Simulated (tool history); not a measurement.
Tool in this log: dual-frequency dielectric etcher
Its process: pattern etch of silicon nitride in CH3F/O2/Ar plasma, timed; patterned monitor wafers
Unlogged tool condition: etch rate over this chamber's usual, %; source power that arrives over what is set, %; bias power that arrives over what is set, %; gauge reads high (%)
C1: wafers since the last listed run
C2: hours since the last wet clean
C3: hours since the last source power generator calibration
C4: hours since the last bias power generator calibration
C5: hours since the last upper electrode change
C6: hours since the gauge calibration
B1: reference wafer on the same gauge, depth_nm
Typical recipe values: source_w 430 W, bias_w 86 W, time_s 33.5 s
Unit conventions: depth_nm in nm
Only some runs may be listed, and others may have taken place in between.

{"run": 1, "hour": 0.0, "source_w": 430, "bias_w": 86, "time_s": 33.5, "C1": 0, "C2": 10.2, "C3": 2886.4, "C4": 1741.3, "C5": 4497.1, "C6": 127.2, "B1": 19.41, "depth_nm": 23.4}
{"run": 2, "hour": 14.1, "source_w": 430, "bias_w": 86, "time_s": 33.5, "C1": 235, "C2": 24.3, "C3": 2900.5, "C4": 1755.4, "C5": 4511.2, "C6": 141.3, "B1": 19.39, "depth_nm": 23.45}
{"run": 3, "hour": 43.3, "source_w": 430, "bias_w": 86, "time_s": 33.5, "C1": 487, "C2": 53.5, "C3": 2929.7, "C4": 1784.6, "C5": 4540.4, "C6": 170.5, "B1": 19.4, "depth_nm": 23.48}
{"run": 4, "hour": 68.0, "source_w": 430, "bias_w": 86, "time_s": 37.5, "C1": 412, "C2": 78.2, "C3": 2954.4, "C4": 1809.3, "C5": 4565.1, "C6": 195.2, "B1": 19.39, "depth_nm": 26.31}
{"run": 5, "hour": 102.5, "source_w": 430, "bias_w": 86, "time_s": 37.5, "C1": 575, "C2": 112.7, "C3": 2988.9, "C4": 1843.8, "C5": 4599.6, "C6": 229.7, "B1": 19.39, "depth_nm": 26.23}
{"run": 6, "hour": 137.8, "source_w": 430, "bias_w": 86, "time_s": 37.5, "C1": 588, "C2": 148, "C3": 3024.2, "C4": 1879.1, "C5": 4634.9, "C6": 265, "B1": 19.39, "depth_nm": 26.33}
{"run": 7, "hour": 167.8, "source_w": 430, "bias_w": 86, "time_s": 33.5, "C1": 500, "C2": 178, "C3": 3054.2, "C4": 1909.1, "C5": 4664.9, "C6": 295, "B1": 19.4, "depth_nm": 23.59}
{"run": 8, "hour": 190.5, "source_w": 430, "bias_w": 86, "time_s": 33.5, "C1": 378, "C2": 200.7, "C3": 3076.9, "C4": 1931.8, "C5": 4687.6, "C6": 317.7, "B1": 19.41, "depth_nm": 23.53}
{"hour": 234.6, "done": "upper electrode replaced"}
{"run": 9, "hour": 235.1, "source_w": 430, "bias_w": 86, "time_s": 33.5, "C1": 343, "C2": 245.3, "C3": 3121.5, "C4": 1976.4, "C5": 0.5, "C6": 362.3, "B1": 19.39, "depth_nm": 23.59}
{"run": 10, "hour": 235.4, "source_w": 430, "bias_w": 86, "time_s": 33.5, "C1": 5, "C2": 245.6, "C3": 3121.8, "C4": 1976.7, "C5": 0.8, "C6": 362.6, "B1": 19.4, "depth_nm": 23.63}
{"hour": 260.1, "done": "gauge calibrated"}
{"hour": 264.3, "done": "source power generator calibrated"}
{"run": 11, "hour": 264.8, "source_w": 430, "bias_w": 86, "time_s": 33.5, "C1": 423, "C2": 275, "C3": 0.5, "C4": 2006.1, "C5": 30.2, "C6": 4.7, "B1": 19.4, "depth_nm": 23.63}
{"run": 12, "hour": 298.4, "source_w": 430, "bias_w": 86, "time_s": 33.5, "C1": 560, "C2": 308.6, "C3": 34.1, "C4": 2039.7, "C5": 63.8, "C6": 38.3, "B1": 19.39, "depth_nm": 23.64}
{"run": 13, "hour": 330.5, "source_w": 430, "bias_w": 86, "time_s": 33.5, "C1": 535, "C2": 340.7, "C3": 66.2, "C4": 2071.8, "C5": 95.9, "C6": 70.4, "B1": 19.4, "depth_nm": 23.71}
{"run": 14, "hour": 345.4, "source_w": 430, "bias_w": 86, "time_s": 25.5, "C1": 248, "C2": 355.6, "C3": 81.1, "C4": 2086.7, "C5": 110.8, "C6": 85.3, "B1": 19.4, "depth_nm": 18.01}
{"run": 15, "hour": 367.3, "source_w": 460, "bias_w": 94, "time_s": 28.5, "C1": 365, "C2": 377.5, "C3": 103, "C4": 2108.6, "C5": 132.7, "C6": 107.2, "B1": 19.4, "depth_nm": 21.3}
{"hour": 372.7, "done": "bias power generator calibrated"}
{"run": 16, "hour": 385.5, "source_w": 430, "bias_w": 86, "time_s": 33.5, "C1": 236, "C2": 395.7, "C3": 121.2, "C4": 12.8, "C5": 150.9, "C6": 125.4, "B1": 19.39, "depth_nm": 23.44}
{"hour": 426.1, "done": "wet clean of the chamber"}
{"run": 17, "hour": 426.6, "source_w": 380, "bias_w": 86, "time_s": 40.5, "C1": 285, "C2": 0.5, "C3": 162.3, "C4": 53.9, "C5": 192, "C6": 166.5, "B1": 19.4, "depth_nm": 26.71}
{"run": 18, "hour": 449.2, "source_w": 510, "bias_w": 73, "time_s": 38, "C1": 376, "C2": 23.1, "C3": 184.9, "C4": 76.5, "C5": 214.6, "C6": 189.1, "B1": 19.4, "depth_nm": 26.59}
{"run": 19, "hour": 492.0, "source_w": 530, "bias_w": 106, "time_s": 42.5, "C1": 713, "C2": 65.9, "C3": 227.7, "C4": 119.3, "C5": 257.4, "C6": 231.9, "B1": 19.4, "depth_nm": 34.14}
{"run": 20, "hour": 515.7, "source_w": 460, "bias_w": 86, "time_s": 40, "C1": 395, "C2": 89.6, "C3": 251.4, "C4": 143, "C5": 281.1, "C6": 255.6, "B1": 19.42, "depth_nm": 28.35}
{"run": 21, "hour": 548.4, "source_w": 470, "bias_w": 69, "time_s": 24.5, "C1": 545, "C2": 122.3, "C3": 284.1, "C4": 175.7, "C5": 313.8, "C6": 288.3, "B1": 19.41, "depth_nm": 16.43}
{"run": 22, "hour": 582.5, "source_w": 520, "bias_w": 78, "time_s": 37, "C1": 568, "C2": 156.4, "C3": 318.2, "C4": 209.8, "C5": 347.9, "C6": 322.4, "B1": 19.4, "depth_nm": 26.74}
{"run": 23, "hour": 609.4, "source_w": 430, "bias_w": 86, "time_s": 29, "C1": 448, "C2": 183.3, "C3": 345.1, "C4": 236.7, "C5": 374.8, "C6": 349.3, "B1": 19.41, "depth_nm": 20.19}
{"run": 24, "hour": 631.8, "source_w": 370, "bias_w": 105, "time_s": 38.5, "C1": 373, "C2": 205.7, "C3": 367.5, "C4": 259.1, "C5": 397.2, "C6": 371.7, "B1": 19.4, "depth_nm": 27.25}
{"run": 25, "hour": 659.3, "source_w": 430, "bias_w": 86, "time_s": 33.5, "C1": 458, "C2": 233.2, "C3": 395, "C4": 286.6, "C5": 424.7, "C6": 399.2, "B1": 19.41, "depth_nm": 23.39}
{"run": 26, "hour": 672.2, "source_w": 430, "bias_w": 86, "time_s": 38.5, "C1": 215, "C2": 246.1, "C3": 407.9, "C4": 299.5, "C5": 437.6, "C6": 412.1, "B1": 19.4, "depth_nm": 26.86}
{"run": 27, "hour": 689.6, "source_w": 430, "bias_w": 95, "time_s": 33.5, "C1": 290, "C2": 263.5, "C3": 425.3, "C4": 316.9, "C5": 455, "C6": 429.5, "B1": 19.41, "depth_nm": 24.27}
{"run": 28, "hour": 707.9, "source_w": 380, "bias_w": 108, "time_s": 42, "C1": 305, "C2": 281.8, "C3": 443.6, "C4": 335.2, "C5": 473.3, "C6": 447.8, "B1": 19.39, "depth_nm": 30.32}

4 ways to go on from here, each from the tool as it stands after run 28. What would each give?
{"run": "A", "hour": 708.3, "source_w": 430, "bias_w": 86, "time_s": 33.5, "C1": 6, "C2": 282.2, "C3": 444, "C4": 335.6, "C5": 473.7, "C6": 448.2, "B1": "?", "depth_nm": "?"}
{"run": "B", "hour": 708.3, "source_w": 500, "bias_w": 73, "time_s": 26.5, "C1": 6, "C2": 282.2, "C3": 444, "C4": 335.6, "C5": 473.7, "C6": 448.2, "B1": "?", "depth_nm": "?"}
{"run": "C", "hour": 708.3, "source_w": 530, "bias_w": 86, "time_s": 41, "C1": 6, "C2": 282.2, "C3": 444, "C4": 335.6, "C5": 473.7, "C6": 448.2, "B1": "?", "depth_nm": "?"}
{"run": "D", "hour": 708.3, "source_w": 500, "bias_w": 70, "time_s": 40.5, "C1": 6, "C2": 282.2, "C3": 444, "C4": 335.6, "C5": 473.7, "C6": 448.2, "B1": "?", "depth_nm": "?"}

run=A B1=19.4 depth_nm=23.45
run=B B1=19.4 depth_nm=18.61
run=C B1=19.4 depth_nm=31.02
run=D B1=19.4 depth_nm=28.07
Stripped of hidden state, with their random variation kept, the same runs would have yielded:
run=A depth_nm=23.07
run=B depth_nm=18.31
run=C depth_nm=30.52
run=D depth_nm=27.63
